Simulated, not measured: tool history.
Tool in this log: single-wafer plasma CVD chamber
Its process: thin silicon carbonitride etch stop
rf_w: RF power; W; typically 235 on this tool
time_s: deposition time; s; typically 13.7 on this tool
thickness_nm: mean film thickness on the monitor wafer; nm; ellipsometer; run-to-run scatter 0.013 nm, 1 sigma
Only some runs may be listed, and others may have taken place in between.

run,hour,rf_w,time_s,"read-back reference wafer on the same gauge, thickness_nm",thickness_nm
1,0.0,235,13.7,6.940,8.563
2,6.6,235,13.7,6.945,8.555
3,55.8,235,13.7,6.953,8.569
4,63.2,235,13.7,6.954,8.557
5,80.3,235,13.7,6.956,8.592
# hour 102.9: thermocouple changed; heater temperature recalibrated
6,105.9,235,13.7,6.958,8.586
7,113.9,235,13.7,6.965,8.578
8,122.7,215,13.7,6.965,8.335
# hour 127.3: gauge calibrated
9,132.0,215,13.7,6.908,8.273
10,163.2,235,13.7,6.933,8.547
# hour 174.3: showerhead replaced
11,178.6,235,13.7,6.939,8.547
12,186.2,235,13.7,6.937,8.530
13,193.7,235,11.6,6.939,7.230
14,200.1,190,15.6,6.943,9.108
# hour 210.2: RF generator calibrated
15,210.7,260,11.5,6.944,7.448
16,216.4,235,16.0,6.949,9.982
17,228.5,265,13.7,6.951,8.903
18,240.9,235,13.7,6.954,8.567
19,247.8,245,11.5,6.951,7.286
20,254.0,250,14.7,6.955,9.411
21,290.1,250,12.4,6.954,7.913
# hour 290.9: gauge calibrated
22,298.5,235,13.7,6.915,8.547
23,310.6,215,12.0,6.926,7.257
24,318.9,260,12.6,6.934,8.114

Branching from run 24: 4 alternative next runs. What would each branch give?
A,319.3,235,11.3,?,?
B,319.3,190,15.2,?,?
C,319.3,280,16.1,?,?
D,319.3,210,16.1,?,?

run,"read-back reference wafer on the same gauge, thickness_nm",thickness_nm
A,6.931,7.059
B,6.931,8.852
C,6.931,10.645
D,6.931,9.693
With the hidden condition removed and each run's random variation left untouched, the same runs would have given:
run,thickness_nm
A,7.038
B,8.825
C,10.613
D,9.664

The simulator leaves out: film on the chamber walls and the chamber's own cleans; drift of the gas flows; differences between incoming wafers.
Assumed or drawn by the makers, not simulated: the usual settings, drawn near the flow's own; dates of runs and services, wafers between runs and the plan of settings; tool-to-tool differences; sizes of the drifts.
